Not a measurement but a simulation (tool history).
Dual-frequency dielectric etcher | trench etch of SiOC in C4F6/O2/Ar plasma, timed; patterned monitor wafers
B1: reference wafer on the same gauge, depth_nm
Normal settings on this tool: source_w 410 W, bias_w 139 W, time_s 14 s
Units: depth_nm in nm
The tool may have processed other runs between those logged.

run 1 day=0 | source_w=480 bias_w=139 time_s=14 | B1=24.73 | depth_nm=28.02
run 2 day=3.025 | source_w=480 bias_w=139 time_s=14 | B1=24.69 | depth_nm=27.86
run 3 day=4.217 | source_w=480 bias_w=139 time_s=14 | B1=24.71 | depth_nm=27.99
run 4 day=5.871 | source_w=450 bias_w=139 time_s=14 | B1=24.74 | depth_nm=27.54
run 5 day=7.946 | source_w=450 bias_w=139 time_s=14 | B1=24.69 | depth_nm=27.57
run 6 day=15.688 | source_w=450 bias_w=139 time_s=14 | B1=24.7 | depth_nm=27.35
-- day=16.967 wet clean of the chamber
run 7 day=18.821 | source_w=410 bias_w=139 time_s=14 | B1=24.7 | depth_nm=26.62
-- day=19.679 gauge calibrated
-- day=22.142 upper electrode replaced
run 8 day=22.162 | source_w=410 bias_w=139 time_s=14 | B1=24.71 | depth_nm=26.56
run 9 day=23.571 | source_w=410 bias_w=139 time_s=14 | B1=24.72 | depth_nm=26.55
-- day=24.133 bias power generator calibrated
run 10 day=25.542 | source_w=410 bias_w=139 time_s=14 | B1=24.69 | depth_nm=26.64
-- day=26.938 source power generator calibrated
run 11 day=28.5 | source_w=340 bias_w=139 time_s=12.5 | B1=24.7 | depth_nm=22.48
run 12 day=30.904 | source_w=410 bias_w=114 time_s=18 | B1=24.7 | depth_nm=32.14

Run 13, settings as shown, results not yet in. Your forecast:
run 13 day=33.062 | source_w=340 bias_w=118 time_s=12 | B1=? | depth_nm=?

B1: 24.7
depth_nm: 20.45 nm
On a tool with no hidden condition, and with the same random variation, this run would have come out at depth_nm 20.45 nm.
